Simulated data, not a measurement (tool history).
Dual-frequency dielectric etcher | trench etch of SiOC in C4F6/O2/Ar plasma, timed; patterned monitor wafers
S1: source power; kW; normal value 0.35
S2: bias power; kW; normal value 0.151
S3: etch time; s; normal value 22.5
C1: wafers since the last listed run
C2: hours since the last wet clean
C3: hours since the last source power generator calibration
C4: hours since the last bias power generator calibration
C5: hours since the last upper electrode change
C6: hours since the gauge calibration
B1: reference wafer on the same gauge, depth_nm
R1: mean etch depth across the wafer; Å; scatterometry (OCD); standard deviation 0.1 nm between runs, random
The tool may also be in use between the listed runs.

run 1 day=0 | S1=0.35 S2=0.151 S3=22.5 | C1=0 C2=415.7 C3=2480.4 C4=2836.6 C5=3526.6 C6=427.9 | B1=51.11 | R1=428.6
run 2 day=1.083 | S1=0.35 S2=0.151 S3=22.5 | C1=309 C2=441.7 C3=2506.4 C4=2862.6 C5=3552.6 C6=453.9 | B1=51.08 | R1=430.5
run 3 day=1.892 | S1=0.35 S2=0.151 S3=22.5 | C1=230 C2=461.1 C3=2525.8 C4=2882 C5=3572 C6=473.3 | B1=51.11 | R1=429.2
run 4 day=3.05 | S1=0.35 S2=0.161 S3=22.5 | C1=330 C2=488.9 C3=2553.6 C4=2909.8 C5=3599.8 C6=501.1 | B1=51.14 | R1=435.6
run 5 day=3.842 | S1=0.33 S2=0.177 S3=22.5 | C1=225 C2=507.9 C3=2572.6 C4=2928.8 C5=3618.8 C6=520.1 | B1=51.15 | R1=435.4
run 6 day=5.062 | S1=0.28 S2=0.166 S3=22.5 | C1=348 C2=537.2 C3=2601.9 C4=2958.1 C5=3648.1 C6=549.4 | B1=51.1 | R1=395
run 7 day=5.692 | S1=0.35 S2=0.124 S3=22.5 | C1=179 C2=552.3 C3=2617 C4=2973.2 C5=3663.2 C6=564.5 | B1=51.14 | R1=408.6
run 8 day=7.088 | S1=0.35 S2=0.124 S3=22.5 | C1=398 C2=585.8 C3=2650.5 C4=3006.7 C5=3696.7 C6=598 | B1=51.1 | R1=410.1
-- day=8.492 upper electrode replaced
-- day=8.7 wet clean of the chamber
run 9 day=8.721 | S1=0.35 S2=0.151 S3=22.5 | C1=121 C2=0.5 C3=2689.7 C4=3045.9 C5=5.5 C6=637.2 | B1=51.08 | R1=429.5
run 10 day=9.104 | S1=0.35 S2=0.151 S3=22.5 | C1=109 C2=9.7 C3=2698.9 C4=3055.1 C5=14.7 C6=646.4 | B1=51.11 | R1=428.4
run 11 day=10.542 | S1=0.35 S2=0.151 S3=22.5 | C1=410 C2=44.2 C3=2733.4 C4=3089.6 C5=49.2 C6=680.9 | B1=51.09 | R1=429.8
run 12 day=11.625 | S1=0.35 S2=0.151 S3=22.5 | C1=309 C2=70.2 C3=2759.4 C4=3115.6 C5=75.2 C6=706.9 | B1=51.1 | R1=429.2
-- day=11.833 gauge calibrated
run 13 day=12.817 | S1=0.35 S2=0.151 S3=22.5 | C1=340 C2=98.8 C3=2788 C4=3144.2 C5=103.8 C6=23.6 | B1=51.12 | R1=427.1
run 14 day=13.362 | S1=0.4 S2=0.151 S3=22.5 | C1=155 C2=111.9 C3=2801.1 C4=3157.3 C5=116.9 C6=36.7 | B1=51.12 | R1=454
run 15 day=14.533 | S1=0.35 S2=0.115 S3=22.5 | C1=334 C2=140 C3=2829.2 C4=3185.4 C5=145 C6=64.8 | B1=51.1 | R1=403.6
-- day=14.946 bias power generator calibrated
-- day=15.433 source power generator calibrated
run 16 day=15.738 | S1=0.26 S2=0.164 S3=28 | C1=248 C2=168.9 C3=7.3 C4=19 C5=173.9 C6=93.7 | B1=51.09 | R1=473.3
run 17 day=17.154 | S1=0.35 S2=0.151 S3=22.5 | C1=404 C2=202.9 C3=41.3 C4=53 C5=207.9 C6=127.7 | B1=51.12 | R1=428.5
run 18 day=17.917 | S1=0.28 S2=0.113 S3=20.5 | C1=217 C2=221.2 C3=59.6 C4=71.3 C5=226.2 C6=146 | B1=51.07 | R1=328.5
run 19 day=19.067 | S1=0.33 S2=0.151 S3=22.5 | C1=328 C2=248.8 C3=87.2 C4=98.9 C5=253.8 C6=173.6 | B1=51.09 | R1=419.5
run 20 day=19.962 | S1=0.27 S2=0.137 S3=27.5 | C1=255 C2=270.3 C3=108.7 C4=120.4 C5=275.3 C6=195.1 | B1=51.1 | R1=451
run 21 day=21.217 | S1=0.42 S2=0.151 S3=22.5 | C1=357 C2=300.4 C3=138.8 C4=150.5 C5=305.4 C6=225.2 | B1=51.14 | R1=467.2
run 22 day=22.533 | S1=0.32 S2=0.151 S3=18 | C1=375 C2=332 C3=170.4 C4=182.1 C5=337 C6=256.8 | B1=51.11 | R1=328.9
run 23 day=23.621 | S1=0.35 S2=0.118 S3=22.5 | C1=310 C2=358.1 C3=196.5 C4=208.2 C5=363.1 C6=282.9 | B1=51.05 | R1=402.2
run 24 day=24.858 | S1=0.29 S2=0.14 S3=27.5 | C1=353 C2=387.8 C3=226.2 C4=237.9 C5=392.8 C6=312.6 | B1=51.09 | R1=467.9
run 25 day=25.908 | S1=0.35 S2=0.138 S3=27.5 | C1=299 C2=413 C3=251.4 C4=263.1 C5=418 C6=337.8 | B1=51.11 | R1=510.9
run 26 day=27.762 | S1=0.35 S2=0.151 S3=22.5 | C1=529 C2=457.5 C3=295.9 C4=307.6 C5=462.5 C6=382.3 | B1=51.06 | R1=426.8

Across each entry between runs, compare the hidden state at the last listed run before it with the hidden state at the first listed run after it:
In the gap between runs 8 and 9: upper electrode replaced (day 8.492); wet clean of the chamber (day 8.7)
  no difference in the tool's unlogged condition between these two runs
In the gap between runs 12 and 13: gauge calibrated (day 11.833)
  no difference in the tool's unlogged condition between these two runs
In the gap between runs 15 and 16: bias power generator calibrated (day 14.946); source power generator calibrated (day 15.433)
  no difference in the tool's unlogged condition between these two runs
